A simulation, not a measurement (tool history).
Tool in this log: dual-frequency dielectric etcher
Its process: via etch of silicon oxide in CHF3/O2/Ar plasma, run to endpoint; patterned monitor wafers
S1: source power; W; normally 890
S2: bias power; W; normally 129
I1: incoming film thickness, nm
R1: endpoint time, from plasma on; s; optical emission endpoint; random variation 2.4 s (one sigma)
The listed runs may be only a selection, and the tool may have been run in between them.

Run 1, hour 0.0: usual settings but S1 810 W; I1 777.5. Result: R1 391.9 s.
Run 2, hour 14.4: usual settings but S1 810 W; I1 773.6. Result: R1 391.9 s.
Run 3, hour 34.7: usual settings but S1 810 W; I1 777.5. Result: R1 396.7 s.
Run 4, hour 53.2: usual settings but S2 149 W; I1 775.0. Result: R1 363.0 s.
Run 5, hour 74.6: usual settings but S2 149 W; I1 778.6. Result: R1 369.7 s.
Run 6, hour 98.2: usual settings but S2 113 W; I1 777.7. Result: R1 400.0 s.
Run 7, hour 119.0: usual settings but S2 113 W; I1 781.3. Result: R1 398.7 s.
Run 8, hour 141.8: usual settings but S2 113 W; I1 779.1. Result: R1 397.2 s.
Run 9, hour 175.0: usual settings but S1 1070 W, S2 107 W; I1 779.3. Result: R1 378.3 s.
Run 10, hour 205.8: usual settings but S1 1070 W, S2 107 W; I1 780.9. Result: R1 380.7 s.
Run 11, hour 224.2: usual settings; I1 781.8. Result: R1 379.3 s.
At hour 252.3: bias power generator calibrated.
Run 12, hour 259.7: usual settings; I1 776.3. Result: R1 380.5 s.
Run 13, hour 294.3: usual settings; I1 783.7. Result: R1 379.7 s.
Run 14, hour 314.4: usual settings; I1 784.7. Result: R1 385.1 s.
Run 15, hour 329.3: usual settings; I1 769.5. Result: R1 372.6 s.
Run 16, hour 359.7: usual settings but S2 152 W; I1 773.5. Result: R1 357.9 s.
At hour 366.0: source power generator calibrated.
Run 17, hour 379.4: usual settings but S2 152 W; I1 781.6. Result: R1 359.6 s.
At hour 419.6: wet clean of the chamber.
Run 18, hour 420.1: usual settings but S2 152 W; I1 776.2. Result: R1 346.3 s.
Run 19, hour 430.6: usual settings but S1 720 W, S2 150 W; I1 784.6. Result: R1 380.9 s.
Run 20, hour 446.3: usual settings but S1 810 W; I1 786.7. Result: R1 383.5 s.
Run 21, hour 465.9: usual settings but S1 820 W, S2 157 W; I1 784.4. Result: R1 361.0 s.
Run 22, hour 500.4: usual settings but S1 1060 W, S2 138 W; I1 779.1. Result: R1 337.6 s.
At hour 528.9: upper electrode replaced.
Run 23, hour 532.1: usual settings; I1 777.5. Result: R1 366.1 s.
Run 24, hour 561.9: usual settings but S1 740 W, S2 153 W; I1 789.0. Result: R1 372.8 s.
At hour 597.7: wet clean of the chamber, repeated, since the last time left the tool worse.
Run 25, hour 598.2: usual settings but S1 670 W, S2 149 W; I1 779.8. Result: R1 407.7 s.
Run 26, hour 612.8: usual settings but S1 1070 W; I1 777.7. Result: R1 365.7 s.
Run 27, hour 627.8: usual settings but S1 690 W, S2 107 W; I1 774.2. Result: R1 445.1 s.
Run 28, hour 649.2: usual settings; I1 772.5. Result: R1 390.7 s.
Run 29, hour 673.7: usual settings but S2 151 W; I1 782.6. Result: R1 373.8 s.
Run 30, hour 687.6: usual settings but S1 970 W; I1 782.6. Result: R1 378.9 s.
Run 31, hour 701.8: usual settings but S1 700 W, S2 117 W; I1 779.6. Result: R1 431.8 s.
Run 32, hour 720.6: usual settings but S2 148 W; I1 780.2. Result: R1 379.1 s.
Run 33, hour 739.0: usual settings but S2 116 W; I1 775.8. Result: R1 394.9 s.
Run 34, hour 772.8: usual settings but S1 800 W; I1 791.1. Result: R1 406.7 s.
Run 35, hour 800.9: usual settings but S1 950 W, S2 158 W; I1 773.7. Result: R1 352.7 s.
Run 36, hour 813.3: usual settings; I1 777.7. Result: R1 385.1 s.

Branching from run 36: 3 alternative next runs. What would each branch give?
Run A, hour 813.8: usual settings but S1 770 W; I1 787.9. Result: R1 ?.
Run B, hour 813.8: usual settings but S1 740 W, S2 142 W; I1 787.9. Result: R1 ?.
Run C, hour 813.8: usual settings but S1 750 W, S2 144 W; I1 787.9. Result: R1 ?.

run     R1
  A  411.7
  B  405.2
  C  401.8
Had the tool no hidden state, the same runs would have come out as:
run     R1
  A  415.4
  B  408.8
  C  405.4

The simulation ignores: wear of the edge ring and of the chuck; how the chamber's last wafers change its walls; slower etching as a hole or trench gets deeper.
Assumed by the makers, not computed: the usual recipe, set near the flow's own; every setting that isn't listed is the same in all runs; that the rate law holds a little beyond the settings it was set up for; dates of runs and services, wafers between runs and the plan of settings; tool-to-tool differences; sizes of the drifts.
